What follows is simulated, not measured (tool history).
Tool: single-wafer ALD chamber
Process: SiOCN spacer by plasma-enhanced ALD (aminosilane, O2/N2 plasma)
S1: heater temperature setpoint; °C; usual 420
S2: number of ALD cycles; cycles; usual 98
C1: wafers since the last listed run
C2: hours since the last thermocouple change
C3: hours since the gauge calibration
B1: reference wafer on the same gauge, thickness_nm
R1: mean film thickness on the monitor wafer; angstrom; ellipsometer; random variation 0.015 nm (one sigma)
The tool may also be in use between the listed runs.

run,hour,S1,S2,C1,C2,C3,B1,R1
1,0.0,426,86,0,1852.7,331.3,6.240,49.36
2,64.3,426,86,155,1917.0,395.6,6.239,49.27
3,116.9,420,93,127,1969.6,448.2,6.238,54.32
4,161.9,428,98,108,2014.6,493.2,6.239,55.47
5,191.7,420,98,72,2044.4,523.0,6.243,57.22
6,259.6,411,85,164,2112.3,590.9,6.241,51.50
7,300.0,411,85,97,2152.7,631.3,6.240,51.36
8,353.8,411,85,130,2206.5,685.1,6.241,51.26
9,408.1,420,98,131,2260.8,739.4,6.240,57.21
10,460.0,420,98,125,2312.7,791.3,6.242,57.21
11,518.0,420,83,140,2370.7,849.3,6.239,48.46
# hour 541.6: gauge calibrated
12,557.1,431,105,94,2409.8,15.5,6.237,59.00
13,627.0,420,98,169,2479.7,85.4,6.244,57.15
# hour 647.0: thermocouple changed; heater temperature recalibrated
14,690.9,434,86,135,43.9,149.3,6.240,48.55
15,750.1,431,105,143,103.1,208.5,6.241,60.06
16,881.2,420,111,317,234.2,339.6,6.239,65.95
17,939.6,420,114,141,292.6,398.0,6.243,67.64
18,980.7,420,98,99,333.7,439.1,6.240,57.91
19,1020.6,426,112,96,373.6,479.0,6.239,64.84
20,1182.0,407,108,390,535.0,640.4,6.241,66.82

Forecast each of these 5 alternatives for the next run:
A,1182.6,420,105,1,535.6,641.0,?,?
B,1182.6,413,113,1,535.6,641.0,?,?
C,1182.6,430,86,1,535.6,641.0,?,?
D,1182.6,415,86,1,535.6,641.0,?,?
E,1182.6,432,103,1,535.6,641.0,?,?

run,B1,R1
A,6.243,62.16
B,6.243,68.61
C,6.243,49.04
D,6.243,51.85
E,6.243,58.29
Without the tool's hidden state the same runs would have given:
run,R1
A,62.72
B,69.22
C,49.50
D,52.31
E,58.84
